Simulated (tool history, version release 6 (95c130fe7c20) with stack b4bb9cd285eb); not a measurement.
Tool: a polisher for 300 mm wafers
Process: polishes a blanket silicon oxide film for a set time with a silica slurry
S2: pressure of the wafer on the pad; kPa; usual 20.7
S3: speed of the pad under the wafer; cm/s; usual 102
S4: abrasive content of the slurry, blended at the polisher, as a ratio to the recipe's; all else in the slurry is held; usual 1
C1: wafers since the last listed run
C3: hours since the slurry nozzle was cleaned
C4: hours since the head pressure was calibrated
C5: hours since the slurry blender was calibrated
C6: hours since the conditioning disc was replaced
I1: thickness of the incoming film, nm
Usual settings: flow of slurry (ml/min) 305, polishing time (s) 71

Run 1, hour 0: usual settings but flow of slurry (ml/min) 250; C1 0; wafers polished on this pad 3385; C3 32.5; C4 91.8; C5 112.6; C6 43.4; I1 1865.1. Result: film removed (Å) 1074.
Run 2, hour 82.1: usual settings but flow of slurry (ml/min) 250; C1 738; wafers polished on this pad 4124; C3 114.6; C4 173.9; C5 194.7; C6 125.5; I1 1875.8. Result: film removed (Å) 1081.
Run 3, hour 161.3: usual settings but flow of slurry (ml/min) 250; C1 712; wafers polished on this pad 4836; C3 193.8; C4 253.1; C5 273.9; C6 204.7; I1 1887.1. Result: film removed (Å) 1066.
At hour 203.1: worn pad replaced by a new one.
Run 4, hour 215.1: usual settings; C1 447; wafers polished on this pad 107; C3 247.6; C4 306.9; C5 327.7; C6 258.5; I1 1886. Result: film removed (Å) 1049.
Run 5, hour 298.9: usual settings but polishing time (s) 85; C1 753; wafers polished on this pad 861; C3 331.4; C4 390.7; C5 411.5; C6 342.3; I1 1886.9. Result: film removed (Å) 1272.
Run 6, hour 398.1: usual settings but polishing time (s) 85; C1 891; wafers polished on this pad 1753; C3 430.6; C4 489.9; C5 510.7; C6 441.5; I1 1894.3. Result: film removed (Å) 1200.
Run 7, hour 458.7: usual settings but polishing time (s) 85; C1 544; wafers polished on this pad 2297; C3 491.2; C4 550.5; C5 571.3; C6 502.1; I1 1867.4. Result: film removed (Å) 1190.
At hour 468.8: head pressure recalibrated.
At hour 480.3: slurry blender recalibrated.
At hour 509.3: conditioning disc replaced and pad reconditioned, repeated, since the last time left the tool worse.
Run 8, hour 528.1: usual settings; C1 570; wafers polished on this pad 2867; C3 560.6; C4 59.3; C5 47.8; C6 18.8; I1 1911. Result: film removed (Å) 1365.
At hour 575.5: slurry nozzle cleaned.
Run 9, hour 633.4: usual settings; C1 937; wafers polished on this pad 3805; C3 57.9; C4 164.6; C5 153.1; C6 124.1; I1 1863.5. Result: film removed (Å) 1320.
Run 10, hour 682.7: usual settings; C1 443; wafers polished on this pad 4249; C3 107.2; C4 213.9; C5 202.4; C6 173.4; I1 1879.6. Result: film removed (Å) 1314.
Run 11, hour 775.9: usual settings; C1 838; wafers polished on this pad 5087; C3 200.4; C4 307.1; C5 295.6; C6 266.6; I1 1905.9. Result: film removed (Å) 1306.
At hour 803.1: worn pad replaced by a new one.
Run 12, hour 826.5: usual settings; C1 419; wafers polished on this pad 210; C3 251; C4 357.7; C5 346.2; C6 317.2; I1 1905. Result: film removed (Å) 1270.
Run 13, hour 908.5: usual settings but flow of slurry (ml/min) 345; C1 737; wafers polished on this pad 947; C3 333; C4 439.7; C5 428.2; C6 399.2; I1 1903.9. Result: film removed (Å) 1238.
At hour 1038.2: slurry blender recalibrated.
At hour 1075.4: head pressure recalibrated.
At hour 1077.8: conditioning disc replaced and pad reconditioned.
At hour 1164.3: slurry nozzle cleaned.
Run 14, hour 1200.1: usual settings; C1 2558; wafers polished on this pad 3506; C3 35.8; C4 124.7; C5 161.9; C6 122.3; I1 1867.3. Result: film removed (Å) 1332.
Run 15, hour 1307.6: usual settings; C1 966; wafers polished on this pad 4472; C3 143.3; C4 232.2; C5 269.4; C6 229.8; I1 1909.3. Result: film removed (Å) 1302.
Run 16, hour 1392.7: usual settings; C1 765; wafers polished on this pad 5238; C3 228.4; C4 317.3; C5 354.5; C6 314.9; I1 1869.6. Result: film removed (Å) 1287.
At hour 1400.2: worn pad replaced by a new one.
Run 17, hour 1466.2: usual settings but polishing time (s) 78; C1 624; wafers polished on this pad 593; C3 301.9; C4 390.8; C5 428; C6 388.4; I1 1850.8. Result: film removed (Å) 1368.
At hour 1566.3: conditioning disc replaced and pad reconditioned.
Run 18, hour 1568.6: usual settings but S2 24.1 kPa, S3 126 cm/s; C1 902; wafers polished on this pad 1496; C3 404.3; C4 493.2; C5 530.4; C6 2.3; I1 1883.8. Result: film removed (Å) 1835.
Run 19, hour 1635.4: usual settings but S2 15.9 kPa, S4 0.9; C1 600; wafers polished on this pad 2096; C3 471.1; C4 560; C5 597.2; C6 69.1; I1 1893.6. Result: film removed (Å) 999.
At hour 1649.3: slurry blender recalibrated.
At hour 1661: head pressure recalibrated.
Run 20, hour 1697.4: usual settings but flow of slurry (ml/min) 345, polishing time (s) 53; C1 521; wafers polished on this pad 2618; C3 533.1; C4 36.4; C5 48.1; C6 131.1; I1 1870.4. Result: film removed (Å) 1023.
At hour 1753.6: slurry nozzle cleaned.
Run 21, hour 1776.1: usual settings but flow of slurry (ml/min) 245, S2 22.8 kPa; C1 698; wafers polished on this pad 3317; C3 22.5; C4 115.1; C5 126.8; C6 209.8; I1 1897.2. Result: film removed (Å) 1446.
Run 22, hour 1855: usual settings but S4 1.25, polishing time (s) 94; C1 709; wafers polished on this pad 4026; C3 101.4; C4 194; C5 205.7; C6 288.7; I1 1891.9. Result: film removed (Å) 1904.
At hour 1883.8: worn pad replaced by a new one.
Run 23, hour 1905.2: usual settings but S4 0.8, polishing time (s) 85; C1 415; wafers polished on this pad 192; C3 151.6; C4 244.2; C5 255.9; C6 338.9; I1 1889.7. Result: film removed (Å) 1376.
Run 24, hour 1990.1: usual settings but flow of slurry (ml/min) 390; C1 763; wafers polished on this pad 955; C3 236.5; C4 329.1; C5 340.8; C6 423.8; I1 1856.8. Result: film removed (Å) 1269.
At hour 2022: conditioning disc replaced and pad reconditioned.
Run 25, hour 2072.4: usual settings but flow of slurry (ml/min) 400, S2 15.9 kPa; C1 722; wafers polished on this pad 1677; C3 318.8; C4 411.4; C5 423.1; C6 50.4; I1 1872.8. Result: film removed (Å) 1081.
Run 26, hour 2126: usual settings but flow of slurry (ml/min) 270; C1 481; wafers polished on this pad 2159; C3 372.4; C4 465; C5 476.7; C6 104; I1 1859.6. Result: film removed (Å) 1354.

The tool's hidden state at each run:
removal rate lost through wear of the pad, %: 0 in every run
slurry flow missing at the pad, %: 0 in every run
deviation of the head's pressure from its setpoint, %: 0 in every run
abrasive missing from the slurry, %: 0 in every run
H1: time polished since the conditioner stopped cutting, s
run    H1
  1   492
  2   505
  3   531
  4   556
  5   605
  6   682
  7   738
  8  42.7
  9  57.5
 10  71.9
 11   112
 12   141
 13   199
 14  36.4
 15  73.6
 16   119
 17   170
 18  17.9
 19  22.6
 20  34.9
 21  61.3
 22   100
 23   131
 24   195
 25  10.7
 26  18.8
